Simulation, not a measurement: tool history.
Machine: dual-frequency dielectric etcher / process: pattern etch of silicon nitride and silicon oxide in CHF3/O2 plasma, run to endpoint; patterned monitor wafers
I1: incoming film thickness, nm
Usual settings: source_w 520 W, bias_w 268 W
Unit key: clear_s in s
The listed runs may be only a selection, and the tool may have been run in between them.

{"run": 1, "hour": 0.0, "source_w": 520, "bias_w": 268, "I1": 273.9, "clear_s": 155.6}
{"run": 2, "hour": 39.1, "source_w": 520, "bias_w": 297, "I1": 274.2, "clear_s": 153.8}
{"run": 3, "hour": 103.7, "source_w": 520, "bias_w": 297, "I1": 278.6, "clear_s": 156.6}
{"hour": 146.2, "done": "wet clean of the chamber"}
{"run": 4, "hour": 149.0, "source_w": 470, "bias_w": 268, "I1": 276.6, "clear_s": 164.2}
{"run": 5, "hour": 180.9, "source_w": 560, "bias_w": 268, "I1": 277.9, "clear_s": 155.4}
{"run": 6, "hour": 209.8, "source_w": 590, "bias_w": 268, "I1": 275.9, "clear_s": 150.4}
{"run": 7, "hour": 270.1, "source_w": 590, "bias_w": 268, "I1": 274.1, "clear_s": 148}
{"run": 8, "hour": 296.2, "source_w": 520, "bias_w": 268, "I1": 277.5, "clear_s": 158.7}
{"run": 9, "hour": 362.3, "source_w": 520, "bias_w": 268, "I1": 276.3, "clear_s": 158.7}
{"run": 10, "hour": 398.0, "source_w": 520, "bias_w": 268, "I1": 277.1, "clear_s": 158.8}
{"run": 11, "hour": 428.0, "source_w": 520, "bias_w": 268, "I1": 275.2, "clear_s": 158.2}
{"hour": 549.7, "done": "bias power generator calibrated"}
{"run": 12, "hour": 574.6, "source_w": 520, "bias_w": 293, "I1": 276.2, "clear_s": 154.2}
{"hour": 643.9, "done": "wet clean of the chamber"}
{"run": 13, "hour": 644.4, "source_w": 520, "bias_w": 293, "I1": 274.1, "clear_s": 153.1}
{"hour": 692.9, "done": "source power generator calibrated"}
{"run": 14, "hour": 696.6, "source_w": 520, "bias_w": 268, "I1": 275.2, "clear_s": 157.1}
{"run": 15, "hour": 761.1, "source_w": 520, "bias_w": 268, "I1": 275, "clear_s": 157.5}
{"run": 16, "hour": 827.5, "source_w": 520, "bias_w": 268, "I1": 275.5, "clear_s": 157}
{"hour": 1014.3, "done": "upper electrode replaced"}
{"run": 17, "hour": 1016.5, "source_w": 520, "bias_w": 268, "I1": 278.9, "clear_s": 160.6}
{"run": 18, "hour": 1086.9, "source_w": 440, "bias_w": 298, "I1": 275, "clear_s": 163.9}
{"run": 19, "hour": 1118.6, "source_w": 520, "bias_w": 268, "I1": 273.9, "clear_s": 156.3}
{"hour": 1165.1, "done": "wet clean of the chamber"}
{"run": 20, "hour": 1187.6, "source_w": 520, "bias_w": 268, "I1": 276.6, "clear_s": 157.9}
{"run": 21, "hour": 1253.4, "source_w": 600, "bias_w": 294, "I1": 276.7, "clear_s": 146.8}
{"run": 22, "hour": 1303.5, "source_w": 430, "bias_w": 309, "I1": 276.2, "clear_s": 164.7}
{"run": 23, "hour": 1369.9, "source_w": 560, "bias_w": 242, "I1": 276, "clear_s": 156.3}
{"run": 24, "hour": 1408.5, "source_w": 490, "bias_w": 304, "I1": 277.1, "clear_s": 157.1}
{"run": 25, "hour": 1434.9, "source_w": 570, "bias_w": 325, "I1": 275.1, "clear_s": 145.8}
{"run": 26, "hour": 1613.9, "source_w": 630, "bias_w": 216, "I1": 275.1, "clear_s": 152.9}
{"run": 27, "hour": 1671.5, "source_w": 590, "bias_w": 322, "I1": 276.7, "clear_s": 145}
{"hour": 1723.0, "done": "wet clean of the chamber"}
{"run": 28, "hour": 1728.1, "source_w": 520, "bias_w": 268, "I1": 275.3, "clear_s": 156.8}
{"run": 29, "hour": 1753.9, "source_w": 490, "bias_w": 248, "I1": 276.5, "clear_s": 164.6}
{"run": 30, "hour": 1823.8, "source_w": 520, "bias_w": 268, "I1": 274.9, "clear_s": 157.7}
{"run": 31, "hour": 1848.6, "source_w": 600, "bias_w": 207, "I1": 274.6, "clear_s": 155.2}
{"run": 32, "hour": 1902.1, "source_w": 590, "bias_w": 213, "I1": 277.1, "clear_s": 157.6}
{"run": 33, "hour": 1926.7, "source_w": 440, "bias_w": 226, "I1": 276.2, "clear_s": 174.5}
{"run": 34, "hour": 1964.3, "source_w": 450, "bias_w": 268, "I1": 273.2, "clear_s": 165}
{"run": 35, "hour": 2024.1, "source_w": 520, "bias_w": 268, "I1": 277.1, "clear_s": 158.2}

For each run, what was the tool's unlogged condition?
etch rate over this chamber's usual, %: 0, the same for each run
source power that arrives over what is set, %: 0, the same for each run
bias power that arrives over what is set, %: 0, the same for each run
